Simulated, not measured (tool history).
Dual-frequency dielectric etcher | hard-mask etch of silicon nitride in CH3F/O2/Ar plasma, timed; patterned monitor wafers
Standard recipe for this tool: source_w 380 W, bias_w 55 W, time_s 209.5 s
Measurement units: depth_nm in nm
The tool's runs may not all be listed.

| run | day | source_w | bias_w | time_s | read-back reference wafer on the same gauge, depth_nm | depth_nm |
|---|---|---|---|---|---|---|
| 1 | 0 | 380 | 55 | 209.5 | 155.4 | 135.8 |
| 2 | 1.971 | 380 | 59 | 209.5 | 155.2 | 138.9 |
|  | 3.575 | wet clean of the chamber |
| 3 | 4.583 | 380 | 59 | 209.5 | 155.2 | 138.9 |
| 4 | 6.171 | 380 | 59 | 209.5 | 155.1 | 139.2 |
| 5 | 9.704 | 380 | 55 | 209.5 | 154.9 | 134.6 |
| 6 | 13.538 | 380 | 49 | 209.5 | 154.7 | 128.4 |
| 7 | 15.821 | 380 | 49 | 209.5 | 154.2 | 128 |
| 8 | 18.925 | 380 | 49 | 209.5 | 154 | 128.5 |
|  | 20.896 | wet clean of the chamber |
| 9 | 22.45 | 380 | 55 | 209.5 | 154.3 | 133.4 |
| 10 | 25.267 | 310 | 55 | 257.5 | 154.1 | 146.8 |
| 11 | 28.346 | 310 | 55 | 257.5 | 154.1 | 147.2 |
| 12 | 30.138 | 310 | 55 | 257.5 | 153.5 | 147.8 |
|  | 34.592 | gauge calibrated |
|  | 34.975 | wet clean of the chamber |
| 13 | 36.221 | 380 | 61 | 209.5 | 157.2 | 143.5 |
| 14 | 40.088 | 330 | 66 | 245 | 156.5 | 159.8 |
| 15 | 43.188 | 420 | 43 | 186.5 | 156.3 | 115 |
| 16 | 44.933 | 380 | 60 | 209.5 | 156.2 | 140.8 |
|  | 45.954 | upper electrode replaced |
|  | 46.446 | bias power generator calibrated |
| 17 | 47.725 | 320 | 47 | 152.5 | 155.5 | 84.4 |
| 18 | 50.167 | 300 | 50 | 168 | 155.5 | 92 |
|  | 51.212 | wet clean of the chamber |
| 19 | 52.412 | 450 | 55 | 244.5 | 155.8 | 172.5 |
|  | 54.738 | source power generator calibrated |
| 20 | 56.771 | 340 | 60 | 237.5 | 155.2 | 149.1 |
| 21 | 59.717 | 300 | 63 | 209.5 | 155.1 | 125.1 |
| 22 | 61.888 | 380 | 67 | 209.5 | 155.2 | 145.8 |
|  | 65.388 | wet clean of the chamber |
| 23 | 73.583 | 340 | 60 | 237.5 | 154.9 | 149.6 |
| 24 | 76.288 | 380 | 55 | 209.5 | 154.7 | 134.1 |

Each row is a separate what-if for the run after 24, all from the same tool condition, not one after another. Results?
| A | 76.308 | 380 | 55 | 209.5 | ? | ? |
| B | 76.308 | 280 | 55 | 193 | ? | ? |
| C | 76.308 | 300 | 66 | 209.5 | ? | ? |
| D | 76.308 | 350 | 59 | 272 | ? | ? |
| E | 76.308 | 380 | 47 | 157 | ? | ? |

| run | read-back reference wafer on the same gauge, depth_nm | depth_nm |
|---|---|---|
| A | 154.9 | 135.1 |
| B | 154.9 | 104.5 |
| C | 154.9 | 127.9 |
| D | 154.9 | 172.7 |
| E | 154.9 | 94.8 |
Take away the tool's hidden state, keep each run's random variation, and the runs would have read:
| run | depth_nm |
|---|---|
| A | 137.2 |
| B | 106.1 |
| C | 129.9 |
| D | 175.4 |
| E | 96.3 |
